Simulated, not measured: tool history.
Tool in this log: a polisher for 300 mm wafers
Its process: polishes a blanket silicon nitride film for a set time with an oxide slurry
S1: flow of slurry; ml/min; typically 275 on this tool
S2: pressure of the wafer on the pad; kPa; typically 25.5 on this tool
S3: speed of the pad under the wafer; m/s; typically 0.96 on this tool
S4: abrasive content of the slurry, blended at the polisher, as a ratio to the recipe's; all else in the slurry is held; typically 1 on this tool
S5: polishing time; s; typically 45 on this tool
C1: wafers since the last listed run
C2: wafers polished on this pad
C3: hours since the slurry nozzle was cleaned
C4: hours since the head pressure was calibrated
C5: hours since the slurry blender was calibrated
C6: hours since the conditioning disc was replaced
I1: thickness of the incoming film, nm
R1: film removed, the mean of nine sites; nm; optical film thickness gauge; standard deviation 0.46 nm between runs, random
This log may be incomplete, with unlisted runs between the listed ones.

| run | day | S1 | S2 | S3 | S4 | S5 | C1 | C2 | C3 | C4 | C5 | C6 | I1 | R1 |
|---|---|---|---|---|---|---|---|---|---|---|---|---|---|---|
| 1 | 0 | 275 | 31.7 | 0.96 | 1 | 45 | 0 | 2331 | 334.6 | 465.6 | 17.2 | 287.5 | 493.8 | 37.7 |
|  | 0.188 | conditioning disc replaced and pad reconditioned |
|  | 4.096 | slurry nozzle cleaned |
|  | 5.817 | head pressure recalibrated |
|  | 5.842 | worn pad replaced by a new one |
| 2 | 10.212 | 275 | 31.7 | 0.96 | 1 | 45 | 3178 | 1392 | 146.8 | 105.5 | 262.3 | 240.6 | 483.6 | 40 |
|  | 11.55 | slurry blender recalibrated |
|  | 11.825 | conditioning disc replaced and pad reconditioned |
| 3 | 12.508 | 275 | 31.7 | 0.96 | 1 | 45 | 678 | 2070 | 201.9 | 160.6 | 23 | 16.4 | 482.7 | 39.1 |
| 4 | 16.946 | 275 | 25.5 | 0.96 | 1 | 45 | 1413 | 3483 | 308.4 | 267.1 | 129.5 | 122.9 | 496.1 | 33.4 |
|  | 18.45 | worn pad replaced by a new one |
|  | 20.417 | slurry nozzle cleaned |
| 5 | 21.333 | 275 | 25.5 | 0.96 | 1 | 45 | 1331 | 904 | 22 | 372.4 | 234.8 | 228.2 | 485.9 | 32.8 |
|  | 24.592 | slurry blender recalibrated |
| 6 | 25.358 | 245 | 25.5 | 0.96 | 1 | 45 | 1255 | 2160 | 118.6 | 469 | 18.4 | 324.8 | 494.8 | 32.1 |
|  | 26.967 | conditioning disc replaced and pad reconditioned |
| 7 | 29.042 | 275 | 25.5 | 0.96 | 1 | 45 | 1146 | 3306 | 207 | 557.4 | 106.8 | 49.8 | 486.8 | 32.3 |
|  | 30.258 | worn pad replaced by a new one |
| 8 | 32.083 | 275 | 25.5 | 0.96 | 1 | 45 | 915 | 581 | 280 | 630.4 | 179.8 | 122.8 | 491.5 | 30.8 |
|  | 34.925 | slurry blender recalibrated |
| 9 | 35.021 | 305 | 25.5 | 0.96 | 1 | 45 | 909 | 1490 | 350.5 | 700.9 | 2.3 | 193.3 | 488.3 | 31.4 |
|  | 36.212 | head pressure recalibrated |
|  | 36.533 | slurry nozzle cleaned |
|  | 40.279 | conditioning disc replaced and pad reconditioned |
| 10 | 40.629 | 335 | 25.5 | 0.96 | 0.85 | 45 | 1720 | 3210 | 98.3 | 106 | 136.9 | 8.4 | 484.7 | 30 |
|  | 42.858 | worn pad replaced by a new one |
| 11 | 44.833 | 335 | 25.5 | 0.96 | 1 | 38 | 1286 | 629 | 199.2 | 206.9 | 237.8 | 109.3 | 490.4 | 28.5 |
|  | 46.346 | slurry blender recalibrated |
| 12 | 48.296 | 275 | 25.5 | 0.96 | 1 | 45 | 1076 | 1706 | 282.3 | 290 | 46.8 | 192.4 | 491 | 32.6 |
| 13 | 50.154 | 365 | 19.3 | 0.96 | 1 | 58 | 591 | 2298 | 326.9 | 334.6 | 91.4 | 237 | 500.5 | 35.2 |
|  | 52.8 | conditioning disc replaced and pad reconditioned |
| 14 | 52.812 | 360 | 28.3 | 0.96 | 1.25 | 45 | 820 | 3118 | 390.7 | 398.4 | 155.2 | 0.3 | 497.5 | 40.7 |
|  | 55.104 | worn pad replaced by a new one |
|  | 55.179 | slurry nozzle cleaned |
| 15 | 55.2 | 275 | 25.5 | 0.96 | 1.1 | 45 | 694 | 17 | 0.5 | 455.7 | 212.5 | 57.6 | 493.7 | 33.7 |
|  | 57.271 | slurry blender recalibrated |
| 16 | 57.612 | 275 | 25.5 | 0.96 | 1 | 31 | 741 | 759 | 58.4 | 513.6 | 8.2 | 115.5 | 483.4 | 22 |

Across each entry between runs, compare the hidden state at the last listed run before it with the hidden state at the first listed run after it:
Runs 1 to 2: conditioning disc replaced and pad reconditioned (day 0.188); slurry nozzle cleaned (day 4.096); head pressure recalibrated (day 5.817); worn pad replaced by a new one (day 5.842)
  deviation of the head's pressure from its setpoint, %: -7.74 -> 3.17
  measured less the result without the state, R1: -2.4 -> +0.9 nm
Runs 2 to 3: slurry blender recalibrated (day 11.55); conditioning disc replaced and pad reconditioned (day 11.825)
  deviation of the head's pressure from its setpoint, %: 3.17 -> 2.82
  measured less the result without the state, R1: +0.9 -> +0.8 nm
Runs 4 to 5: worn pad replaced by a new one (day 18.45); slurry nozzle cleaned (day 20.417)
  deviation of the head's pressure from its setpoint, %: 1.72 -> 0.0951
  measured less the result without the state, R1: +0.4 -> +0.1 nm
Runs 5 to 6: slurry blender recalibrated (day 24.592)
  deviation of the head's pressure from its setpoint, %: 0.0951 -> -1.86
  measured less the result without the state, R1: +0.1 -> -0.5 nm
Runs 6 to 7: conditioning disc replaced and pad reconditioned (day 26.967)
  deviation of the head's pressure from its setpoint, %: -1.86 -> -4.05
  measured less the result without the state, R1: -0.5 -> -1.1 nm
Runs 7 to 8: worn pad replaced by a new one (day 30.258)
  deviation of the head's pressure from its setpoint, %: -4.05 -> -6.14
  measured less the result without the state, R1: -1.1 -> -1.5 nm
Runs 8 to 9: slurry blender recalibrated (day 34.925)
  deviation of the head's pressure from its setpoint, %: -6.14 -> -8.4
  measured less the result without the state, R1: -1.5 -> -2.2 nm
Runs 9 to 10: head pressure recalibrated (day 36.212); slurry nozzle cleaned (day 36.533); conditioning disc replaced and pad reconditioned (day 40.279)
  deviation of the head's pressure from its setpoint, %: -8.4 -> 1.78
  measured less the result without the state, R1: -2.2 -> +0.4 nm
Runs 10 to 11: worn pad replaced by a new one (day 42.858)
  deviation of the head's pressure from its setpoint, %: 1.78 -> 1.02
  measured less the result without the state, R1: +0.4 -> +0.2 nm
Runs 11 to 12: slurry blender recalibrated (day 46.346)
  deviation of the head's pressure from its setpoint, %: 1.02 -> 0.0261
  measured less the result without the state, R1: +0.2 -> +0 nm
Runs 13 to 14: conditioning disc replaced and pad reconditioned (day 52.8)
  deviation of the head's pressure from its setpoint, %: -0.645 -> -1.77
  measured less the result without the state, R1: -0.1 -> -0.6 nm
Runs 14 to 15: worn pad replaced by a new one (day 55.104); slurry nozzle cleaned (day 55.179)
  deviation of the head's pressure from its setpoint, %: -1.77 -> -2.95
  measured less the result without the state, R1: -0.6 -> -0.8 nm
Runs 15 to 16: slurry blender recalibrated (day 57.271)
  deviation of the head's pressure from its setpoint, %: -2.95 -> -4.3
  measured less the result without the state, R1: -0.8 -> -0.8 nm
